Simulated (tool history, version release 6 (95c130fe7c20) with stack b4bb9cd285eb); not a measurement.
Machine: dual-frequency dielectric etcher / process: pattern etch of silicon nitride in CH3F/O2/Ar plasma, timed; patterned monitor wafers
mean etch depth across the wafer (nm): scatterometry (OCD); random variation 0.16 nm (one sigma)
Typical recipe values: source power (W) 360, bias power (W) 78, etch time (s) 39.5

| run | day | source power (W) | bias power (W) | etch time (s) | read-back reference wafer on the same gauge, depth_nm | mean etch depth across the wafer (nm) |
|---|---|---|---|---|---|---|
| 1 | 0.000 | 360 | 78 | 39.5 | 22.65 | 27.47 |
| 2 | 2.042 | 360 | 78 | 39.5 | 22.68 | 27.49 |
| 3 | 4.733 | 360 | 84 | 39.5 | 22.72 | 28.17 |
| 4 | 6.638 | 360 | 78 | 48.5 | 22.71 | 33.81 |
| 5 | 8.350 | 360 | 78 | 48.5 | 22.69 | 33.58 |
| 6 | 9.971 | 360 | 78 | 48.5 | 22.67 | 33.51 |
| 7 | 11.129 | 360 | 78 | 39.5 | 22.64 | 27.43 |
| 8 | 13.454 | 360 | 78 | 39.5 | 22.64 | 27.08 |
| 9 | 14.721 | 360 | 78 | 39.5 | 22.71 | 27.25 |
|  | 18.346 | wet clean of the chamber |
|  | 19.079 | upper electrode replaced |
| 10 | 19.100 | 360 | 78 | 39.5 | 22.63 | 26.36 |
|  | 20.488 | source power generator calibrated |
| 11 | 20.533 | 360 | 78 | 39.5 | 22.79 | 26.34 |
| 12 | 22.638 | 360 | 78 | 39.5 | 22.73 | 26.40 |
|  | 23.538 | gauge calibrated |
|  | 25.058 | bias power generator calibrated |
| 13 | 25.367 | 320 | 59 | 34.0 | 22.72 | 20.20 |
| 14 | 27.117 | 280 | 85 | 32.0 | 22.72 | 19.82 |
| 15 | 29.425 | 360 | 78 | 39.5 | 22.76 | 25.84 |
| 16 | 31.129 | 440 | 78 | 34.0 | 22.67 | 23.92 |
|  | 32.917 | wet clean of the chamber, repeated, since the last time left the tool worse |
| 17 | 33.938 | 390 | 66 | 50.5 | 22.75 | 34.90 |
| 18 | 36.671 | 390 | 88 | 39.5 | 22.70 | 29.37 |
| 19 | 38.862 | 440 | 72 | 30.0 | 22.75 | 22.03 |
| 20 | 40.596 | 360 | 58 | 39.5 | 22.71 | 25.64 |
| 21 | 43.354 | 290 | 88 | 39.5 | 22.72 | 26.02 |
| 22 | 44.388 | 440 | 89 | 47.5 | 22.65 | 36.44 |
| 23 | 52.804 | 360 | 78 | 39.5 | 22.74 | 27.06 |
|  | 56.758 | wet clean of the chamber |
| 24 | 60.979 | 390 | 78 | 39.5 | 22.74 | 28.54 |

Consider 5 possible next runs. They are alternatives, not a sequence: every one starts from the tool as it was left by run 24. What does each give?
| A | 60.996 | 360 | 78 | 31.5 | ? | ? |
| B | 60.996 | 330 | 70 | 39.5 | ? | ? |
| C | 60.996 | 410 | 88 | 48.0 | ? | ? |
| D | 60.996 | 300 | 59 | 39.5 | ? | ? |
| E | 60.996 | 360 | 78 | 49.0 | ? | ? |

| run | read-back reference wafer on the same gauge, depth_nm | mean etch depth across the wafer (nm) |
|---|---|---|
| A | 22.75 | 22.12 |
| B | 22.75 | 26.24 |
| C | 22.75 | 36.33 |
| D | 22.75 | 24.45 |
| E | 22.75 | 34.41 |
With no hidden state in the tool, these same runs would have given:
| run | mean etch depth across the wafer (nm) |
|---|---|
| A | 22.17 |
| B | 26.29 |
| C | 36.40 |
| D | 24.50 |
| E | 34.48 |
